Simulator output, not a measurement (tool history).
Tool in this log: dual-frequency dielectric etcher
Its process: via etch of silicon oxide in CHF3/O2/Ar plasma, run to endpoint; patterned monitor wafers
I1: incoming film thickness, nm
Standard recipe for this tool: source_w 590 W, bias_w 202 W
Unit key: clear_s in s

run 1 hour=0 | source_w=670 bias_w=202 | I1=530.8 | clear_s=257
run 2 hour=43 | source_w=670 bias_w=202 | I1=536.5 | clear_s=260.2
run 3 hour=98.5 | source_w=670 bias_w=202 | I1=530.5 | clear_s=254.8
-- hour=130.3 wet clean of the chamber
run 4 hour=130.8 | source_w=500 bias_w=202 | I1=528.1 | clear_s=287.4
run 5 hour=152.3 | source_w=480 bias_w=202 | I1=530.5 | clear_s=295.9
run 6 hour=177 | source_w=480 bias_w=202 | I1=527.1 | clear_s=292.8
run 7 hour=205.4 | source_w=480 bias_w=202 | I1=529.7 | clear_s=293.3
run 8 hour=266.1 | source_w=550 bias_w=202 | I1=525.7 | clear_s=276.9
run 9 hour=300.5 | source_w=550 bias_w=202 | I1=526.6 | clear_s=278.1
-- hour=343.9 upper electrode replaced
run 10 hour=361.6 | source_w=590 bias_w=202 | I1=530.6 | clear_s=272.2
run 11 hour=423.3 | source_w=590 bias_w=202 | I1=531.7 | clear_s=275.3
run 12 hour=488.9 | source_w=590 bias_w=202 | I1=524.5 | clear_s=267.9
-- hour=532 wet clean of the chamber
run 13 hour=532.5 | source_w=590 bias_w=202 | I1=528.3 | clear_s=270.6
run 14 hour=578.5 | source_w=590 bias_w=202 | I1=526.8 | clear_s=270.8
run 15 hour=619.9 | source_w=480 bias_w=228 | I1=530.8 | clear_s=280.3
run 16 hour=671.4 | source_w=450 bias_w=177 | I1=526.2 | clear_s=319.5
run 17 hour=754 | source_w=590 bias_w=228 | I1=532.5 | clear_s=256.8
run 18 hour=822.1 | source_w=590 bias_w=202 | I1=528.8 | clear_s=268.7
-- hour=863.8 bias power generator calibrated
run 19 hour=867.6 | source_w=590 bias_w=165 | I1=521.6 | clear_s=291.6
run 20 hour=932.4 | source_w=590 bias_w=153 | I1=527.8 | clear_s=305.6
run 21 hour=984 | source_w=520 bias_w=177 | I1=521.5 | clear_s=301.5
-- hour=1033.4 wet clean of the chamber
run 22 hour=1033.9 | source_w=590 bias_w=249 | I1=530.7 | clear_s=250.2

What will run 23 give?
run 23 hour=1100.6 | source_w=590 bias_w=215 | I1=528.2 | clear_s=?

{"run 23": {"clear_s": 265.5}}
Were there no unlogged condition in the tool, this run, its random variation unchanged, would have produced clear_s 259.9 s.
